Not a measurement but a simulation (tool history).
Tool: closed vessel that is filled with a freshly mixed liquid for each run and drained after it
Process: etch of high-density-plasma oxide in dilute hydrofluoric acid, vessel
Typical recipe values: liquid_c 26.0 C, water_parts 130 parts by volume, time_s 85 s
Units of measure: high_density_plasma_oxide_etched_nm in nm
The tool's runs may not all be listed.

run	hour	liquid_c	water_parts	time_s	read-back film thickness of the high-density-plasma oxide reference wafer, read on the same gauge (nm)	high_density_plasma_oxide_etched_nm
1	0.0	28.0	130	85	89.992	4.932
2	11.2	26.0	130	85	89.977	4.598
3	49.2	26.0	130	85	90.062	4.557
4	65.0	29.0	130	85	90.012	5.041
5	81.8	29.0	130	85	89.999	4.972
6	93.0	26.0	130	85	89.995	4.480
7	102.0	26.0	130	85	89.987	4.456
8	113.3	26.0	130	85	90.021	4.517
9	125.5	26.0	130	85	90.025	4.504
10	140.1	28.5	130	85	89.974	4.924
11	157.5	28.5	130	85	90.000	4.901
12	169.9	28.5	130	85	90.037	4.910
13	185.3	26.0	130	85	89.997	4.495
14	195.1	24.5	195	70	89.992	2.118
15	208.1	28.5	130	60	90.052	3.473
16	214.8	28.5	95	130	90.011	10.745
17	223.6	24.5	130	85	89.963	4.210
18	240.1	26.0	130	85	90.023	4.464
19	255.4	29.0	130	55	89.972	3.635
20	262.4	26.0	130	85	89.958	5.136
21	268.5	26.0	130	85	89.988	5.066
22	281.0	27.5	155	85	90.012	4.370
23	298.5	22.0	180	85	89.972	2.980
24	308.8	26.0	130	85	89.990	5.001
25	326.5	31.0	65	35	89.986	5.502
26	336.1	28.0	155	65	90.000	3.395
27	352.4	26.0	130	85	90.009	5.071

Between the runs listed above, the log contained 3 entries, not reproduced here. Where in the sequence does each belong, and how does what the log doesn't record of the tool's condition differ from the listed run before to the listed run after?
Logged between run 10 and run 11: thermometer replaced (hour 156.6)
  hydrofluoric acid flow below the setpoint (%): 11.2 -> 11.3
  difference, measured minus the result without the unlogged condition, high_density_plasma_oxide_etched_nm: -0.736 -> -0.742 nm
Logged between run 17 and run 18: gauge calibrated (hour 236.8)
  hydrofluoric acid flow below the setpoint (%): 11.7 -> 11.8
  difference, measured minus the result without the unlogged condition, high_density_plasma_oxide_etched_nm: -0.655 -> -0.706 nm
Logged between run 18 and run 19: hydrofluoric acid flow meter replaced (hour 254.9)
  hydrofluoric acid flow below the setpoint (%): 11.8 -> 1.13
  difference, measured minus the result without the unlogged condition, high_density_plasma_oxide_etched_nm: -0.706 -> -0.048 nm
